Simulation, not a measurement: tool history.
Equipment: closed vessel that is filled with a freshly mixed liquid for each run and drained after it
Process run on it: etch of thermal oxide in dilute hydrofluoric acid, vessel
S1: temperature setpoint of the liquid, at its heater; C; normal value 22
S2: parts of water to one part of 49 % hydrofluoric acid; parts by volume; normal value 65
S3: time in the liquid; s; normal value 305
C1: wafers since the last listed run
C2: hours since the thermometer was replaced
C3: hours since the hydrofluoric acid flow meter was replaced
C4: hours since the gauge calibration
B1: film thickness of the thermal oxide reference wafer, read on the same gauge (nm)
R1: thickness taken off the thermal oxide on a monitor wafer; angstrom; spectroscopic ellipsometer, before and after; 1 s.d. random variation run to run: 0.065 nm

run,hour,S1,S2,S3,C1,C2,C3,C4,B1,R1
1,0,22,65,305,0,435.3,538.7,142.1,30,211.8
2,51.4,22,65,305,5863,486.7,590.1,193.5,29.99,211.5
3,106.2,22,65,305,6251,541.5,644.9,248.3,30,212.7
4,154.6,22,65,305,5521,589.9,693.3,296.7,30,211.9
5,195.2,22,65,305,4631,630.5,733.9,337.3,30.02,212.2
6,246,22,65,305,5795,681.3,784.7,388.1,30,212.7
7,284.1,22,65,305,4346,719.4,822.8,426.2,30,213.4
# hour 307: thermometer replaced
# hour 343: gauge calibrated
8,348.2,22,65,305,7198,41.2,886.9,5.2,30.01,208.3
9,373.9,26,45,135,2931,66.9,912.6,30.9,30,161.1
# hour 375.3: hydrofluoric acid flow meter replaced
10,443.8,24,65,160,7859,136.8,68.5,100.8,29.98,118.8
11,491.5,22,65,305,5441,184.5,116.2,148.5,30,209
12,524.9,17,80,425,3810,217.9,149.6,181.9,30.01,189.4
13,578.9,20,75,450,6160,271.9,203.6,235.9,29.97,244.7
14,616.2,20,75,435,4255,309.2,240.9,273.2,30.01,237

What differs in the tool's unlogged condition from the final listed run ahead of each entry between runs to the first listed run following it?
Run 7 -> run 8: thermometer replaced (hour 307); gauge calibrated (hour 343)
  liquid hotter than its thermometer reads (K): 0.704 -> 0.0403
  measured minus no-state result, R1: +6.1 -> +0.3 angstrom
Run 9 -> run 10: hydrofluoric acid flow meter replaced (hour 375.3)
  liquid hotter than its thermometer reads (K): 0.0642 -> 0.129
  measured minus no-state result, R1: +0.4 -> +0.6 angstrom
